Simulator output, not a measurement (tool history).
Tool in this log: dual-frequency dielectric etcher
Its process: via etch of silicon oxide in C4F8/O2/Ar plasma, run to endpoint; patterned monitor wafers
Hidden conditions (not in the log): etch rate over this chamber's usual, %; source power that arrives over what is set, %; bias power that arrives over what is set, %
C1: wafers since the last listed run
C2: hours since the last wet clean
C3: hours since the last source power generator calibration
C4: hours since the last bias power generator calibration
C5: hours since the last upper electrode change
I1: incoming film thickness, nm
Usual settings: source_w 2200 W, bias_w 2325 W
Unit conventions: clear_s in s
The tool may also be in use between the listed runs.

Run 1, hour 0.0: usual settings; C1 0; C2 2.5; C3 2869.1; C4 2711.8; C5 2509.9; I1 1020.7. Result: clear_s 186.9 s.
Run 2, hour 19.2: usual settings; C1 89; C2 21.7; C3 2888.3; C4 2731.0; C5 2529.1; I1 1017.3. Result: clear_s 184.5 s.
Run 3, hour 35.6: usual settings; C1 76; C2 38.1; C3 2904.7; C4 2747.4; C5 2545.5; I1 1014.6. Result: clear_s 184.6 s.
Run 4, hour 56.1: usual settings but bias_w 2657 W; C1 95; C2 58.6; C3 2925.2; C4 2767.9; C5 2566.0; I1 1004.0. Result: clear_s 171.5 s.
Run 5, hour 88.1: usual settings but bias_w 2657 W; C1 149; C2 90.6; C3 2957.2; C4 2799.9; C5 2598.0; I1 1017.6. Result: clear_s 175.4 s.
Run 6, hour 116.6: usual settings but bias_w 2657 W; C1 133; C2 119.1; C3 2985.7; C4 2828.4; C5 2626.5; I1 1011.8. Result: clear_s 173.5 s.
At hour 127.8: source power generator calibrated.
Run 7, hour 137.0: usual settings but source_w 1840 W; C1 76; C2 139.5; C3 9.2; C4 2848.8; C5 2646.9; I1 1004.2. Result: clear_s 192.6 s.
Run 8, hour 156.0: usual settings but source_w 1840 W; C1 88; C2 158.5; C3 28.2; C4 2867.8; C5 2665.9; I1 1014.9. Result: clear_s 195.4 s.
Run 9, hour 186.8: usual settings but source_w 1840 W; C1 143; C2 189.3; C3 59.0; C4 2898.6; C5 2696.7; I1 1016.6. Result: clear_s 195.5 s.
Run 10, hour 206.0: usual settings; C1 89; C2 208.5; C3 78.2; C4 2917.8; C5 2715.9; I1 1019.0. Result: clear_s 186.2 s.
Run 11, hour 230.1: usual settings but source_w 2430 W, bias_w 2597 W; C1 112; C2 232.6; C3 102.3; C4 2941.9; C5 2740.0; I1 1010.1. Result: clear_s 170.1 s.
Run 12, hour 244.3: usual settings; C1 66; C2 246.8; C3 116.5; C4 2956.1; C5 2754.2; I1 1010.8. Result: clear_s 186.1 s.
Run 13, hour 274.8: usual settings; C1 142; C2 277.3; C3 147.0; C4 2986.6; C5 2784.7; I1 1010.0. Result: clear_s 186.1 s.
Run 14, hour 306.4: usual settings but bias_w 2061 W; C1 147; C2 308.9; C3 178.6; C4 3018.2; C5 2816.3; I1 1014.7. Result: clear_s 196.9 s.
At hour 341.6: upper electrode replaced.
Run 15, hour 342.1: usual settings but source_w 2670 W, bias_w 2742 W; C1 54; C2 344.6; C3 214.3; C4 3053.9; C5 0.5; I1 1023.6. Result: clear_s 164.5 s.
Run 16, hour 342.5: usual settings; C1 1; C2 345.0; C3 214.7; C4 3054.3; C5 0.9; I1 1011.0. Result: clear_s 185.3 s.
Run 17, hour 373.5: usual settings but source_w 1810 W, bias_w 2689 W; C1 144; C2 376.0; C3 245.7; C4 3085.3; C5 31.9; I1 1019.8. Result: clear_s 186.0 s.
Run 18, hour 390.4: usual settings but source_w 2010 W, bias_w 1805 W; C1 78; C2 392.9; C3 262.6; C4 3102.2; C5 48.8; I1 1016.0. Result: clear_s 218.7 s.
Run 19, hour 412.4: usual settings but source_w 1710 W, bias_w 2053 W; C1 102; C2 414.9; C3 284.6; C4 3124.2; C5 70.8; I1 1018.3. Result: clear_s 215.0 s.
At hour 437.2: wet clean of the chamber.
Run 20, hour 437.7: usual settings but source_w 2380 W, bias_w 1812 W; C1 6; C2 0.5; C3 309.9; C4 3149.5; C5 96.1; I1 1020.8. Result: clear_s 203.7 s.
At hour 460.1: bias power generator calibrated.
Run 21, hour 461.8: usual settings; C1 93; C2 24.6; C3 334.0; C4 1.7; C5 120.2; I1 1020.2. Result: clear_s 184.6 s.

Estimate the outcome of run 22 from the log above:
Run 22, hour 491.7: usual settings but source_w 1850 W, bias_w 2091 W; C1 139; C2 54.5; C3 363.9; C4 31.6; C5 150.1; I1 1019.0. Result: clear_s ?.

Run 22 yielded clear_s 204.6 s.
Were there no unlogged condition in the tool, this run, its random variation unchanged, would have produced clear_s 204.3 s.
